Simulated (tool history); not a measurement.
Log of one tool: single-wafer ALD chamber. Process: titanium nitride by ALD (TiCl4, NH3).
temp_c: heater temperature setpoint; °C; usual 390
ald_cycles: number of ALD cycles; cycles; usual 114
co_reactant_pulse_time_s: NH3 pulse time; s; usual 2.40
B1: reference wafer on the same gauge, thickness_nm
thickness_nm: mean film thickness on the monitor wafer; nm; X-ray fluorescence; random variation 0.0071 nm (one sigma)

run 1 hour=0.0 | temp_c=390 ald_cycles=114 co_reactant_pulse_time_s=2.40 | B1=2.412 | thickness_nm=2.793
run 2 hour=17.7 | temp_c=390 ald_cycles=114 co_reactant_pulse_time_s=2.40 | B1=2.409 | thickness_nm=2.791
run 3 hour=66.9 | temp_c=390 ald_cycles=114 co_reactant_pulse_time_s=2.40 | B1=2.410 | thickness_nm=2.782
run 4 hour=85.1 | temp_c=396 ald_cycles=114 co_reactant_pulse_time_s=2.40 | B1=2.409 | thickness_nm=2.805
run 5 hour=120.0 | temp_c=396 ald_cycles=114 co_reactant_pulse_time_s=2.40 | B1=2.411 | thickness_nm=2.809
run 6 hour=152.9 | temp_c=396 ald_cycles=114 co_reactant_pulse_time_s=2.40 | B1=2.409 | thickness_nm=2.798
run 7 hour=167.3 | temp_c=390 ald_cycles=114 co_reactant_pulse_time_s=2.40 | B1=2.409 | thickness_nm=2.786
run 8 hour=190.7 | temp_c=390 ald_cycles=114 co_reactant_pulse_time_s=2.40 | B1=2.411 | thickness_nm=2.786
run 9 hour=208.8 | temp_c=390 ald_cycles=114 co_reactant_pulse_time_s=2.40 | B1=2.409 | thickness_nm=2.800
-- hour=222.5 showerhead replaced
run 10 hour=240.8 | temp_c=390 ald_cycles=114 co_reactant_pulse_time_s=2.40 | B1=2.411 | thickness_nm=2.796
run 11 hour=271.8 | temp_c=390 ald_cycles=114 co_reactant_pulse_time_s=2.40 | B1=2.409 | thickness_nm=2.796
run 12 hour=297.1 | temp_c=402 ald_cycles=130 co_reactant_pulse_time_s=1.81 | B1=2.410 | thickness_nm=3.173
run 13 hour=315.9 | temp_c=399 ald_cycles=106 co_reactant_pulse_time_s=2.77 | B1=2.410 | thickness_nm=2.641
run 14 hour=330.2 | temp_c=390 ald_cycles=114 co_reactant_pulse_time_s=2.40 | B1=2.409 | thickness_nm=2.781
run 15 hour=345.5 | temp_c=390 ald_cycles=114 co_reactant_pulse_time_s=2.40 | B1=2.408 | thickness_nm=2.797
run 16 hour=374.3 | temp_c=390 ald_cycles=131 co_reactant_pulse_time_s=1.62 | B1=2.409 | thickness_nm=3.155
-- hour=402.7 gauge calibrated
run 17 hour=403.7 | temp_c=375 ald_cycles=114 co_reactant_pulse_time_s=3.03 | B1=2.410 | thickness_nm=2.780
run 18 hour=422.5 | temp_c=390 ald_cycles=114 co_reactant_pulse_time_s=2.40 | B1=2.409 | thickness_nm=2.787
run 19 hour=436.4 | temp_c=378 ald_cycles=106 co_reactant_pulse_time_s=3.20 | B1=2.410 | thickness_nm=2.596
-- hour=446.0 thermocouple changed; heater temperature recalibrated
run 20 hour=463.3 | temp_c=390 ald_cycles=114 co_reactant_pulse_time_s=2.40 | B1=2.411 | thickness_nm=2.788
run 21 hour=503.0 | temp_c=390 ald_cycles=114 co_reactant_pulse_time_s=2.40 | B1=2.410 | thickness_nm=2.794
run 22 hour=538.0 | temp_c=396 ald_cycles=121 co_reactant_pulse_time_s=2.81 | B1=2.412 | thickness_nm=2.994
run 23 hour=559.4 | temp_c=405 ald_cycles=114 co_reactant_pulse_time_s=2.40 | B1=2.410 | thickness_nm=2.825

What the log doesn't show, run by run:
wafer temperature above the value expected at the setpoint (K): 0 in every run
gauge reads high (%): 0 in every run

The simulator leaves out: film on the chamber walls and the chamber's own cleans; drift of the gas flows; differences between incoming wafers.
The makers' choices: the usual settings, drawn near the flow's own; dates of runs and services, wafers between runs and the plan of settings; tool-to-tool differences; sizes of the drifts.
